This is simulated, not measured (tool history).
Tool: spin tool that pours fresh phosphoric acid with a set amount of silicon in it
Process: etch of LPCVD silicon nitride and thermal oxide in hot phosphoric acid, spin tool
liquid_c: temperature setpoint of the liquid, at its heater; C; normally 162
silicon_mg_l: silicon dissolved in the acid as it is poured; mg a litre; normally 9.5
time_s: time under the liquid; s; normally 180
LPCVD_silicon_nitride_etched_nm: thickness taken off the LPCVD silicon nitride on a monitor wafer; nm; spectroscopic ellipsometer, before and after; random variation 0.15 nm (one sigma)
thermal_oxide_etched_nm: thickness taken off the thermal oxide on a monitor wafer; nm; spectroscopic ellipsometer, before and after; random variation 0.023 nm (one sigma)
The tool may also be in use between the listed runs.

run	hour	liquid_c	silicon_mg_l	time_s	read-back film thickness of the LPCVD silicon nitride reference wafer, read on the same gauge (nm)	read-back film thickness of the thermal oxide reference wafer, read on the same gauge (nm)	LPCVD_silicon_nitride_etched_nm	thermal_oxide_etched_nm
1	0	162	9.5	180	39.99	120.032	18.12	0.427
2	257	162	9.5	180	40.02	120.038	17.87	0.44
3	306.5	162	9.5	180	40	119.993	18.09	0.504
# hour 336.6: thermometer replaced
4	394	162	9.5	180	39.99	120.055	18.06	0.449
5	493.9	162	11	95	39.97	120.02	9.5	0.226
6	576.4	162	11	95	40.01	119.957	9.51	0.225
7	657.9	162	11	95	39.96	119.97	9.59	0.224
8	748.1	162	11	95	39.99	120.054	9.43	0.235
9	849.2	165	6.5	120	39.98	120.043	13.18	0.421
# hour 850.6: gauge calibrated
# hour 857: heated supply line repaired
# hour 910.8: dissolved silicon flow meter replaced
10	930	162	7.5	125	40	119.987	12.49	0.327
# hour 948.3: thermometer replaced
11	1027.1	163.5	15.5	245	39.99	119.997	25.16	0.661
12	1113.1	164.5	3	80	40.03	119.993	8.72	0.264

Predict the results of run 13:
13	1179.5	162	9.5	95	?	?	?	?

{"run 13": {"read-back film thickness of the LPCVD silicon nitride reference wafer, read on the same gauge (nm)": 39.99, "read-back film thickness of the thermal oxide reference wafer, read on the same gauge (nm)": 120.014, "LPCVD_silicon_nitride_etched_nm": 9.39, "thermal_oxide_etched_nm": 0.238}}
Were there no unlogged condition in the tool, this run, its random variation unchanged, would have produced LPCVD_silicon_nitride_etched_nm 9.39 nm, thermal_oxide_etched_nm 0.238 nm.

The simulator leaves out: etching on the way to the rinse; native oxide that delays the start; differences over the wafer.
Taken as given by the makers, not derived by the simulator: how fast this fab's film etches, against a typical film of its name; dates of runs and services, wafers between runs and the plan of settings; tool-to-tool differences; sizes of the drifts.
